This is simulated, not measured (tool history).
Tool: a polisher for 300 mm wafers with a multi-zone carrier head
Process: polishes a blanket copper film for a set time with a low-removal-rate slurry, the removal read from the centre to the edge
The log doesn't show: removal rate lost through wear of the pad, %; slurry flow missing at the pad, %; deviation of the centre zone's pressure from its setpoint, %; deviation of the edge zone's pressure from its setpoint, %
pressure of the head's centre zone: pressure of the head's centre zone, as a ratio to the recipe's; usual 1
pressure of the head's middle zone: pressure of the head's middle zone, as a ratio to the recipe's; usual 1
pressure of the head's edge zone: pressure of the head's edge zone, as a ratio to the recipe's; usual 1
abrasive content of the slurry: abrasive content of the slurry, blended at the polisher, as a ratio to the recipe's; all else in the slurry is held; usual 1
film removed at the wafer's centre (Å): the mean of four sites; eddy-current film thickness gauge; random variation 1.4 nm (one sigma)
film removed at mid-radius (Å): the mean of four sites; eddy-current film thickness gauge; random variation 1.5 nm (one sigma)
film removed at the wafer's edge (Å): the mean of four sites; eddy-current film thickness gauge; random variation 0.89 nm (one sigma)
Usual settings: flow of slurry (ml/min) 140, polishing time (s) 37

run,hour,flow of slurry (ml/min),pressure of the head's centre zone,pressure of the head's middle zone,pressure of the head's edge zone,abrasive content of the slurry,polishing time (s),wafers since the last listed run,wafers polished on this pad,hours since the slurry nozzle was cleaned,hours since the centre zone pressure was calibrated,hours since the edge zone pressure was calibrated,hours since the carrier head's membrane was replaced,"incoming thickness of the incoming film, nm",film removed at the wafer's centre (Å),film removed at mid-radius (Å),film removed at the wafer's edge (Å)
1,0,140,1,1,1,1,37,0,120,336.3,1518.7,1470.8,1161.3,724.6,1027,1029,1052
2,14.2,140,1,1,1,1,37,210,331,350.5,1532.9,1485,1175.5,736.7,970,982,1040
3,29.4,140,1,1,1,1,37,225,556,365.7,1548.1,1500.2,1190.7,738.1,951,942,1003
4,35.9,140,1,1,1,1,37,96,652,372.2,1554.6,1506.7,1197.2,720.7,934,930,993
5,47.9,140,1,1,1,1,37,177,830,384.2,1566.6,1518.7,1209.2,737.7,944,918,993
# hour 51.4: centre zone pressure recalibrated
# hour 58.5: carrier head's membrane replaced by a new one
# hour 61.2: worn pad replaced by a new one
6,62.6,140,1,1,1,1,37,74,21,398.9,11.2,1533.4,4.1,728.3,1009,1006,1079
# hour 67.2: slurry nozzle cleaned
7,73.3,140,1,1,1,1,37,143,165,6.1,21.9,1544.1,14.8,737.5,1059,1053,1106
8,89.8,140,1,1,1,1,37,244,409,22.6,38.4,1560.6,31.3,734.5,1026,1039,1063
9,96.2,140,1,1,1,1,37,94,504,29,44.8,1567,37.7,730.9,1011,1023,1050
10,102.3,185,1,1,1,1,41,90,595,35.1,50.9,1573.1,43.8,731.1,1184,1195,1212
# hour 106.6: edge zone pressure recalibrated
11,114.7,140,1,1,1,1,37,154,749,47.5,63.3,8.1,56.2,727.6,991,992,1036
12,121.4,140,1,1,0.97,1,37,99,848,54.2,70,14.8,62.9,735.7,989,977,1003
13,131.4,140,1,1,1.06,1,37,148,996,64.2,80,24.8,72.9,722.1,957,990,1045
# hour 143.2: worn pad replaced by a new one
14,143.7,180,1.1,1,1,0.9,29,123,6,76.5,92.3,37.1,85.2,722.5,938,871,904

The next listed run, before its measurement:
15,154.3,105,1,1.07,1,1,37,157,163,87.1,102.9,47.7,95.8,738.4,?,?,?

film removed at the wafer's centre (Å): 922
film removed at mid-radius (Å): 985
film removed at the wafer's edge (Å): 1001
Without the tool's hidden state the same run would have given film removed at the wafer's centre (Å) 1092, film removed at mid-radius (Å) 1147, film removed at the wafer's edge (Å) 1126.
